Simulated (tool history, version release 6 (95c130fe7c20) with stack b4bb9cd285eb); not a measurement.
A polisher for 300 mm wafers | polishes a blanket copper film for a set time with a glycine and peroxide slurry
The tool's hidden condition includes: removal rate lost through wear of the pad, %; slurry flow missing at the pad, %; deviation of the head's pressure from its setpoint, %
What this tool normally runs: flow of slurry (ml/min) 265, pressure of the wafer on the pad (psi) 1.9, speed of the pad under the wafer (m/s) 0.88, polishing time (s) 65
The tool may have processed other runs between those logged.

| run | hour | flow of slurry (ml/min) | pressure of the wafer on the pad (psi) | speed of the pad under the wafer (m/s) | polishing time (s) | wafers since the last listed run | wafers polished on this pad | hours since the slurry nozzle was cleaned | hours since the head pressure was calibrated | incoming thickness of the incoming film, nm | film removed (nm) |
|---|---|---|---|---|---|---|---|---|---|---|---|
| 1 | 0 | 265 | 1.9 | 0.88 | 65 | 0 | 452 | 545.6 | 613.8 | 1571.8 | 258.2 |
| 2 | 10.3 | 265 | 1.9 | 0.88 | 65 | 88 | 541 | 555.9 | 624.1 | 1576.3 | 255.7 |
| 3 | 23 | 265 | 1.9 | 0.88 | 65 | 109 | 651 | 568.6 | 636.8 | 1607.1 | 257 |
| 4 | 33.2 | 265 | 1.9 | 0.88 | 65 | 87 | 739 | 578.8 | 647 | 1571.8 | 257.1 |
| 5 | 46.8 | 265 | 1.9 | 0.88 | 65 | 117 | 856 | 592.4 | 660.6 | 1579.1 | 253.5 |
|  | 53.3 | worn pad replaced by a new one |
| 6 | 61.2 | 265 | 1.9 | 0.96 | 65 | 89 | 68 | 606.8 | 675 | 1563.9 | 272.6 |
| 7 | 79 | 265 | 1.9 | 0.88 | 65 | 153 | 221 | 624.6 | 692.8 | 1596.3 | 255.6 |
| 8 | 91.7 | 265 | 1.9 | 0.88 | 65 | 109 | 331 | 637.3 | 705.5 | 1559.2 | 254.2 |
| 9 | 142.2 | 265 | 1.9 | 0.88 | 65 | 435 | 766 | 687.8 | 756 | 1575.4 | 255.9 |
|  | 148 | worn pad replaced by a new one |
| 10 | 154 | 265 | 1.9 | 0.88 | 65 | 67 | 52 | 699.6 | 767.8 | 1586.3 | 253 |
|  | 162.6 | slurry nozzle cleaned |
| 11 | 167.2 | 265 | 1.9 | 0.98 | 65 | 105 | 157 | 4.6 | 781 | 1578.3 | 261.1 |
| 12 | 214.6 | 265 | 1.9 | 0.98 | 65 | 408 | 566 | 52 | 828.4 | 1559.9 | 264.1 |
| 13 | 229.2 | 265 | 1.9 | 0.98 | 65 | 125 | 691 | 66.6 | 843 | 1554.5 | 262.7 |
| 14 | 237.7 | 265 | 1.9 | 0.88 | 65 | 73 | 765 | 75.1 | 851.5 | 1551.5 | 241.7 |
|  | 244 | worn pad replaced by a new one |
| 15 | 251.5 | 265 | 1.9 | 0.88 | 65 | 84 | 64 | 88.9 | 865.3 | 1551 | 242.6 |
| 16 | 259 | 265 | 1.9 | 1.08 | 65 | 64 | 129 | 96.4 | 872.8 | 1586 | 286.5 |
| 17 | 274.8 | 220 | 1.9 | 0.88 | 65 | 136 | 265 | 112.2 | 888.6 | 1594.5 | 234.9 |
|  | 280.4 | slurry nozzle cleaned, repeated, since the last time left the tool worse |
| 18 | 320.8 | 265 | 1.9 | 0.88 | 65 | 388 | 654 | 40.4 | 934.6 | 1586.9 | 263.3 |
|  | 328.6 | worn pad replaced by a new one |
| 19 | 334.6 | 185 | 1.9 | 0.74 | 65 | 84 | 51 | 54.2 | 948.4 | 1560.6 | 225.1 |
| 20 | 342.9 | 350 | 1.9 | 0.88 | 57 | 71 | 122 | 62.5 | 956.7 | 1615 | 235.9 |
|  | 353.5 | head pressure recalibrated |
| 21 | 354 | 265 | 1.9 | 0.88 | 65 | 78 | 201 | 73.6 | 0.5 | 1563.4 | 261.1 |
| 22 | 364.2 | 265 | 1.9 | 0.88 | 58 | 87 | 289 | 83.8 | 10.7 | 1598.6 | 233.2 |
| 23 | 373.7 | 265 | 1.9 | 1.12 | 65 | 81 | 371 | 93.3 | 20.2 | 1565.9 | 318.8 |
| 24 | 380.6 | 200 | 2.3 | 0.88 | 84 | 59 | 430 | 100.2 | 27.1 | 1579.1 | 382.1 |
| 25 | 404.7 | 265 | 1.9 | 0.88 | 65 | 207 | 638 | 124.3 | 51.2 | 1578.8 | 261.2 |
| 26 | 411.4 | 265 | 1.9 | 0.88 | 65 | 57 | 696 | 131 | 57.9 | 1568.8 | 262.6 |
| 27 | 419.5 | 225 | 2.5 | 0.7 | 53 | 69 | 766 | 139.1 | 66 | 1557.8 | 217 |
|  | 428.4 | worn pad replaced by a new one |
| 28 | 437.1 | 180 | 1.3 | 0.62 | 65 | 117 | 75 | 156.7 | 83.6 | 1585.8 | 156.5 |
| 29 | 445.5 | 265 | 2.5 | 1.06 | 85 | 72 | 147 | 165.1 | 92 | 1570.7 | 489.2 |
| 30 | 458.5 | 265 | 1.9 | 0.88 | 65 | 112 | 259 | 178.1 | 105 | 1581.7 | 264.8 |
| 31 | 473.5 | 265 | 2.2 | 0.88 | 65 | 129 | 388 | 193.1 | 120 | 1582.7 | 291.1 |
| 32 | 483.9 | 265 | 1.9 | 1.14 | 65 | 89 | 478 | 203.5 | 130.4 | 1554.3 | 326 |

Hidden state or all else? Some run-to-run changes of film removed (nm), split into what the settings, what came in and random variation would give without the hidden state, and what is left for the hidden state (with any gauge scatter that isn't in both results):
Run 10 -> 11: speed of the pad under the wafer (m/s) 0.88 -> 0.98, slurry nozzle cleaned. film removed (nm) +8.1: hidden state -13.3, all else +21.4.
Run 15 -> 16: speed of the pad under the wafer (m/s) 0.88 -> 1.08. film removed (nm) +43.9: hidden state -3.9, all else +47.8.
Run 17 -> 18: flow of slurry (ml/min) 220 -> 265, slurry nozzle cleaned, repeated, since the last time left the tool worse. film removed (nm) +28.4: hidden state +23.2, all else +5.2.
Run 24 -> 25: flow of slurry (ml/min) 200 -> 265, pressure of the wafer on the pad (psi) 2.3 -> 1.9, polishing time (s) 84 -> 65. film removed (nm) -120.9: hidden state +0.3, all else -121.2.
Run 28 -> 29: flow of slurry (ml/min) 180 -> 265, pressure of the wafer on the pad (psi) 1.3 -> 2.5, speed of the pad under the wafer (m/s) 0.62 -> 1.06, polishing time (s) 65 -> 85. film removed (nm) +332.7: hidden state -0.7, all else +333.4.
Run 29 -> 30: pressure of the wafer on the pad (psi) 2.5 -> 1.9, speed of the pad under the wafer (m/s) 1.06 -> 0.88, polishing time (s) 85 -> 65. film removed (nm) -224.4: hidden state +0.5, all else -224.9.

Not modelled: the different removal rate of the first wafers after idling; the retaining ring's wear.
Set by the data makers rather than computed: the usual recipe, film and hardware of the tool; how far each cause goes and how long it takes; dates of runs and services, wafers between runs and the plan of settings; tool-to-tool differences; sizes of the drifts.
